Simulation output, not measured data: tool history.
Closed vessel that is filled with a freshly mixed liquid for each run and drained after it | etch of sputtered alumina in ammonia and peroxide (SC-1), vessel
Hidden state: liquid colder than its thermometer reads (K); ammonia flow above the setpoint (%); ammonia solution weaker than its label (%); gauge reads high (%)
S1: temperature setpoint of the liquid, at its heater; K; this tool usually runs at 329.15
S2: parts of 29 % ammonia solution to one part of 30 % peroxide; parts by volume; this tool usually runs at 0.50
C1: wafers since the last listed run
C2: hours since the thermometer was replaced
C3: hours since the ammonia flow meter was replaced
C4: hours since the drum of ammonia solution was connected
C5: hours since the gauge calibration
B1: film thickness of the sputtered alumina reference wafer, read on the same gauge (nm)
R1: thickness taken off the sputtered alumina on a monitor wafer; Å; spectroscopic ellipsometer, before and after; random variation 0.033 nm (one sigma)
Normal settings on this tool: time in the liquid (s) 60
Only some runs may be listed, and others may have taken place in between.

Run 1, hour 0.0: usual settings; C1 0; C2 1443.9; C3 435.8; C4 782.7; C5 1743.7; B1 60.011. Result: R1 39.27 Å.
Run 2, hour 73.0: usual settings; C1 10378; C2 1516.9; C3 508.8; C4 855.7; C5 1816.7; B1 59.995. Result: R1 39.05 Å.
At hour 92.7: new drum of ammonia solution connected.
Run 3, hour 158.2: usual settings but time in the liquid (s) 50; C1 11970; C2 1602.1; C3 594.0; C4 65.5; C5 1901.9; B1 59.964. Result: R1 32.25 Å.
At hour 160.0: ammonia flow meter replaced.
Run 4, hour 198.2: usual settings but time in the liquid (s) 50; C1 5544; C2 1642.1; C3 38.2; C4 105.5; C5 1941.9; B1 60.017. Result: R1 32.53 Å.
Run 5, hour 256.7: usual settings but time in the liquid (s) 50; C1 8317; C2 1700.6; C3 96.7; C4 164.0; C5 2000.4; B1 60.038. Result: R1 32.39 Å.
Run 6, hour 318.6: usual settings; C1 8800; C2 1762.5; C3 158.6; C4 225.9; C5 2062.3; B1 59.989. Result: R1 39.50 Å.
Run 7, hour 355.7: usual settings; C1 5274; C2 1799.6; C3 195.7; C4 263.0; C5 2099.4; B1 59.999. Result: R1 39.30 Å.
Run 8, hour 401.9: usual settings; C1 6568; C2 1845.8; C3 241.9; C4 309.2; C5 2145.6; B1 59.997. Result: R1 38.73 Å.
Run 9, hour 440.1: usual settings; C1 5430; C2 1884.0; C3 280.1; C4 347.4; C5 2183.8; B1 59.962. Result: R1 38.80 Å.
Run 10, hour 510.2: usual settings; C1 9966; C2 1954.1; C3 350.2; C4 417.5; C5 2253.9; B1 60.021. Result: R1 39.09 Å.
At hour 571.5: gauge calibrated.
Run 11, hour 573.4: usual settings; C1 8985; C2 2017.3; C3 413.4; C4 480.7; C5 1.9; B1 59.972. Result: R1 38.35 Å.
Run 12, hour 638.3: usual settings; C1 9226; C2 2082.2; C3 478.3; C4 545.6; C5 66.8; B1 60.014. Result: R1 38.42 Å.
At hour 704.6: ammonia flow meter replaced.
Run 13, hour 714.7: usual settings; C1 10719; C2 2158.6; C3 10.1; C4 622.0; C5 143.2; B1 60.043. Result: R1 38.18 Å.
At hour 724.3: thermometer replaced.
Run 14, hour 761.5: usual settings but S1 337.15 K, S2 0.35 parts by volume, time in the liquid (s) 40; C1 6511; C2 37.2; C3 56.9; C4 668.8; C5 190.0; B1 60.009. Result: R1 39.71 Å.
Run 15, hour 865.3: usual settings but S1 324.15 K; C1 14757; C2 141.0; C3 160.7; C4 772.6; C5 293.8; B1 59.984. Result: R1 31.41 Å.
At hour 872.8: new drum of ammonia solution connected.
Run 16, hour 920.5: usual settings but S2 0.35 parts by volume; C1 7705; C2 196.2; C3 215.9; C4 47.7; C5 349.0; B1 60.011. Result: R1 39.74 Å.
Run 17, hour 978.4: usual settings but S1 337.65 K, S2 0.35 parts by volume, time in the liquid (s) 80; C1 8231; C2 254.1; C3 273.8; C4 105.6; C5 406.9; B1 60.003. Result: R1 81.19 Å.
Run 18, hour 1063.6: usual settings but S1 333.15 K, S2 0.60 parts by volume, time in the liquid (s) 75; C1 12113; C2 339.3; C3 359.0; C4 190.8; C5 492.1; B1 59.977. Result: R1 63.53 Å.
Run 19, hour 1154.4: usual settings; C1 12909; C2 430.1; C3 449.8; C4 281.6; C5 582.9; B1 59.995. Result: R1 41.24 Å.
At hour 1212.8: ammonia flow meter replaced.
Run 20, hour 1252.7: usual settings; C1 13833; C2 528.4; C3 39.9; C4 379.9; C5 681.2; B1 59.980. Result: R1 39.98 Å.
Run 21, hour 1301.8: usual settings; C1 6980; C2 577.5; C3 89.0; C4 429.0; C5 730.3; B1 60.040. Result: R1 40.02 Å.
Run 22, hour 1372.1: usual settings but S2 0.45 parts by volume, time in the liquid (s) 50; C1 9994; C2 647.8; C3 159.3; C4 499.3; C5 800.6; B1 59.989. Result: R1 33.23 Å.
Run 23, hour 1446.5: usual settings but S1 322.65 K, S2 0.30 parts by volume; C1 10577; C2 722.2; C3 233.7; C4 573.7; C5 875.0; B1 60.018. Result: R1 27.11 Å.
Run 24, hour 1494.3: usual settings; C1 6795; C2 770.0; C3 281.5; C4 621.5; C5 922.8; B1 60.030. Result: R1 40.21 Å.
Run 25, hour 1555.4: usual settings but S1 332.65 K; C1 8686; C2 831.1; C3 342.6; C4 682.6; C5 983.9; B1 60.023. Result: R1 47.98 Å.
At hour 1627.9: new drum of ammonia solution connected.
Run 26, hour 1656.5: usual settings but S1 325.15 K; C1 14231; C2 932.2; C3 443.7; C4 28.6; C5 1085.0; B1 60.011. Result: R1 32.10 Å.
Run 27, hour 1745.1: usual settings but time in the liquid (s) 45; C1 12596; C2 1020.8; C3 532.3; C4 117.2; C5 1173.6; B1 60.018. Result: R1 29.47 Å.
At hour 1763.6: ammonia flow meter replaced.
Run 28, hour 1819.0: usual settings but S1 333.65 K, S2 0.65 parts by volume, time in the liquid (s) 45; C1 10364; C2 1094.7; C3 55.4; C4 191.1; C5 1247.5; B1 59.997. Result: R1 38.34 Å.
Run 29, hour 1858.5: usual settings; C1 5615; C2 1134.2; C3 94.9; C4 230.6; C5 1287.0; B1 60.016. Result: R1 39.01 Å.

Hidden state at the last listed run before each entry between runs and at the first one after, where it differs:
From run 2 to run 3: new drum of ammonia solution connected (hour 92.7)
  liquid colder than its thermometer reads (K): 1.04 -> 1.09
  what was measured, less what the result would be without the hidden state, R1: -2.22 -> -1.92 Å
From run 3 to run 4: ammonia flow meter replaced (hour 160.0)
  liquid colder than its thermometer reads (K): 1.09 -> 1.11
  what was measured, less what the result would be without the hidden state, R1: -1.92 -> -1.97 Å
From run 10 to run 11: gauge calibrated (hour 571.5)
  liquid colder than its thermometer reads (K): 1.29 -> 1.33
  what was measured, less what the result would be without the hidden state, R1: -2.77 -> -2.80 Å
From run 12 to run 13: ammonia flow meter replaced (hour 704.6)
  liquid colder than its thermometer reads (K): 1.37 -> 1.41
  what was measured, less what the result would be without the hidden state, R1: -2.89 -> -2.96 Å
From run 13 to run 14: thermometer replaced (hour 724.3)
  liquid colder than its thermometer reads (K): 1.41 -> 0.212
  what was measured, less what the result would be without the hidden state, R1: -2.96 -> -0.42 Å
From run 15 to run 16: new drum of ammonia solution connected (hour 872.8)
  liquid colder than its thermometer reads (K): 0.273 -> 0.305
  what was measured, less what the result would be without the hidden state, R1: -0.47 -> -0.64 Å
From run 19 to run 20: ammonia flow meter replaced (hour 1212.8)
  liquid colder than its thermometer reads (K): 0.441 -> 0.498
  what was measured, less what the result would be without the hidden state, R1: -0.97 -> -1.07 Å
From run 25 to run 26: new drum of ammonia solution connected (hour 1627.9)
  liquid colder than its thermometer reads (K): 0.675 -> 0.734
  what was measured, less what the result would be without the hidden state, R1: -1.69 -> -1.30 Å
From run 27 to run 28: ammonia flow meter replaced (hour 1763.6)
  liquid colder than its thermometer reads (K): 0.785 -> 0.828
  what was measured, less what the result would be without the hidden state, R1: -1.26 -> -1.66 Å
